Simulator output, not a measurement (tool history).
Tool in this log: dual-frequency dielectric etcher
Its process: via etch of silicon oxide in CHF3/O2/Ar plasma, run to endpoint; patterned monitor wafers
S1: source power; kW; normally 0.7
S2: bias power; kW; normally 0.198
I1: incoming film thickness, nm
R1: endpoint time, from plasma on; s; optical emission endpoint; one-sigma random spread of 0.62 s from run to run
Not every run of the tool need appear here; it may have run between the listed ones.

run	hour	S1	S2	I1	R1
1	0	0.65	0.198	436.3	206.3
2	15.2	0.65	0.198	436.3	206.6
3	24.9	0.65	0.198	433.2	204.5
4	39.8	0.7	0.198	438.2	198.9
5	49.9	0.7	0.198	433.6	197.6
6	64.2	0.7	0.198	436.9	198.2
7	78.3	0.7	0.198	434.6	197
8	87.9	0.7	0.198	434.7	197.6
9	96.4	0.7	0.209	434.7	192.3
10	111	0.7	0.209	428.7	189
11	117.1	0.7	0.198	434.3	195.8
12	126.9	0.7	0.198	434.2	195.6
13	136.2	0.87	0.233	438.5	166
# hour 174.1: wet clean of the chamber
14	174.6	0.7	0.15	436.3	236.2
15	175	0.85	0.183	435.4	195.9
16	178.6	0.84	0.198	431.5	188.6
# hour 186.5: bias power generator calibrated
17	188.2	0.61	0.169	430.5	234.8
# hour 216.3: upper electrode replaced
18	216.8	0.65	0.198	431.2	212.5
19	222	0.65	0.182	430.6	219.1
20	236.8	0.7	0.247	434.1	184.1
# hour 241.2: source power generator calibrated
21	246.4	0.87	0.181	434.4	192.8
22	259.6	0.7	0.198	430.8	202.6
23	274	0.7	0.209	437.5	200.4
24	291.6	0.58	0.164	432.4	244.1
25	309.4	0.59	0.247	433.9	198.6

Alternative continuations, all from the tool just after run 25; predict every row:
A	309.9	0.7	0.238	435	?
B	309.9	0.7	0.173	435	?
C	309.9	0.52	0.185	435	?
D	309.9	0.6	0.239	435	?
E	309.9	0.78	0.166	435	?

run	R1
A	186.8
B	217.1
C	243.8
D	200.8
E	210.3
Stripped of hidden state, with their random variation kept, the same runs would have yielded:
run	R1
A	189.3
B	219.9
C	247
D	203.4
E	213
